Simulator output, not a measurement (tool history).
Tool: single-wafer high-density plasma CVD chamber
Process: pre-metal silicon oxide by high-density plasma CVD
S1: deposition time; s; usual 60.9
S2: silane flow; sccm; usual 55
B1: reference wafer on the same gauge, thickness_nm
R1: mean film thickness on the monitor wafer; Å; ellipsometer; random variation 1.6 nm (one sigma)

Run 1, hour 0: usual settings; B1 332.922. Result: R1 3424.73 Å.
Run 2, hour 30.7: usual settings but S1 67.3 s, S2 57 sccm; B1 333.077. Result: R1 3945.84 Å.
Run 3, hour 63.8: usual settings; B1 333.051. Result: R1 3441.76 Å.
Run 4, hour 85.6: usual settings; B1 333.156. Result: R1 3434.7 Å.
Run 5, hour 105.8: usual settings; B1 332.647. Result: R1 3425.08 Å.
Run 6, hour 136.9: usual settings; B1 333.331. Result: R1 3435.62 Å.
Run 7, hour 168.7: usual settings; B1 332.938. Result: R1 3447.29 Å.
Run 8, hour 193.9: usual settings but S2 60 sccm; B1 333.149. Result: R1 3781.57 Å.
Run 9, hour 212.1: usual settings but S2 60 sccm; B1 332.99. Result: R1 3746.88 Å.
Run 10, hour 243.3: usual settings; B1 333.056. Result: R1 3451.67 Å.
Run 11, hour 259: usual settings; B1 332.74. Result: R1 3422.02 Å.
Run 12, hour 290.4: usual settings; B1 332.934. Result: R1 3452.1 Å.
Run 13, hour 308: usual settings; B1 332.889. Result: R1 3465.3 Å.
Run 14, hour 340.8: usual settings; B1 333.119. Result: R1 3448.33 Å.
Run 15, hour 374.9: usual settings; B1 333.037. Result: R1 3453.77 Å.
Run 16, hour 404.7: usual settings; B1 332.9. Result: R1 3459.57 Å.
Run 17, hour 419: usual settings; B1 333.09. Result: R1 3464.87 Å.
Run 18, hour 435.9: usual settings but S2 58 sccm; B1 332.982. Result: R1 3673.7 Å.
Run 19, hour 463.1: usual settings; B1 333.021. Result: R1 3456.33 Å.
Run 20, hour 497.9: usual settings; B1 333.054. Result: R1 3484.78 Å.
Run 21, hour 513.7: usual settings; B1 332.637. Result: R1 3428.07 Å.
Run 22, hour 530.9: usual settings but S2 61 sccm; B1 332.784. Result: R1 3843.16 Å.
Run 23, hour 557.1: usual settings but S2 61 sccm; B1 333.067. Result: R1 3859.38 Å.
Run 24, hour 591: usual settings but S1 69.4 s, S2 64 sccm; B1 333.167. Result: R1 4594.2 Å.
Run 25, hour 615.9: usual settings but S2 49 sccm; B1 332.937. Result: R1 3088.27 Å.
Run 26, hour 649.5: usual settings but S1 52.4 s; B1 332.738. Result: R1 3002.55 Å.
Run 27, hour 703.9: usual settings; B1 332.778. Result: R1 3481.44 Å.
Run 28, hour 723.3: usual settings but S1 70.8 s, S2 46 sccm; B1 332.898. Result: R1 3411.54 Å.
Run 29, hour 737: usual settings but S1 72.5 s, S2 66 sccm; B1 333.048. Result: R1 4960.47 Å.
Run 30, hour 772.1: usual settings; B1 332.969. Result: R1 3472.11 Å.
Run 31, hour 791.3: usual settings but S1 71.2 s, S2 61 sccm; B1 333.038. Result: R1 4523.07 Å.
Run 32, hour 807.3: usual settings but S1 55 s, S2 59 sccm; B1 333.114. Result: R1 3361.76 Å.
Run 33, hour 819.4: usual settings but S1 70.8 s, S2 59 sccm; B1 333.054. Result: R1 4361.76 Å.
Run 34, hour 841.7: usual settings but S1 53.2 s, S2 62 sccm; B1 332.988. Result: R1 3432.31 Å.
Run 35, hour 859: usual settings; B1 332.974. Result: R1 3484.7 Å.
At hour 867.1: gauge calibrated.
Run 36, hour 881.1: usual settings but S1 49 s, S2 46 sccm; B1 332.878. Result: R1 2340 Å.
At hour 919.8: silane flow controller replaced.
Run 37, hour 920.3: usual settings; B1 332.857. Result: R1 3378.42 Å.
Run 38, hour 948.5: usual settings; B1 333.085. Result: R1 3386.29 Å.
Run 39, hour 963.6: usual settings but S1 56.2 s, S2 52 sccm; B1 333.057. Result: R1 2977.68 Å.
Run 40, hour 983.1: usual settings but S1 64.3 s, S2 59 sccm; B1 332.85. Result: R1 3866.7 Å.
Run 41, hour 1009.5: usual settings but S1 53 s; B1 332.994. Result: R1 2974.52 Å.
Run 42, hour 1033.6: usual settings but S2 48 sccm; B1 333.137. Result: R1 2974.03 Å.
Run 43, hour 1060.2: usual settings but S2 62 sccm; B1 332.927. Result: R1 3834.47 Å.
Run 44, hour 1083.8: usual settings but S2 59 sccm; B1 332.897. Result: R1 3666.77 Å.
Run 45, hour 1105: usual settings but S1 48.7 s, S2 60 sccm; B1 333.259. Result: R1 2961.19 Å.
Run 46, hour 1200.5: usual settings but S1 64.6 s, S2 47 sccm; B1 333.01. Result: R1 3113.93 Å.
Run 47, hour 1221: usual settings but S1 50.9 s; B1 333.033. Result: R1 2867.62 Å.
Run 48, hour 1256.4: usual settings; B1 332.857. Result: R1 3432.46 Å.

Some steps in R1 between neighbouring runs. How much of each would the tool show without its hidden state too (settings, what came in, random variation), and how much is left for the hidden state, with any gauge scatter that isn't in both results?
The hidden state here: delivered silane flow above the setpoint (%); gauge reads high (%).
Run 24 -> 25: S1 69.4 -> 60.9, S2 64 -> 49. R1 -1505.93 Å: hidden state -29.73, all else -1476.2.
Run 28 -> 29: S1 70.8 -> 72.5, S2 46 -> 66. R1 +1548.93 Å: hidden state +36.8, all else +1512.13.
Run 29 -> 30: S1 72.5 -> 60.9, S2 66 -> 55. R1 -1488.36 Å: hidden state -32.41, all else -1455.95.
Run 36 -> 37: S1 49 -> 60.9, S2 46 -> 55, silane flow controller replaced. R1 +1038.42 Å: hidden state -66.45, all else +1104.87.
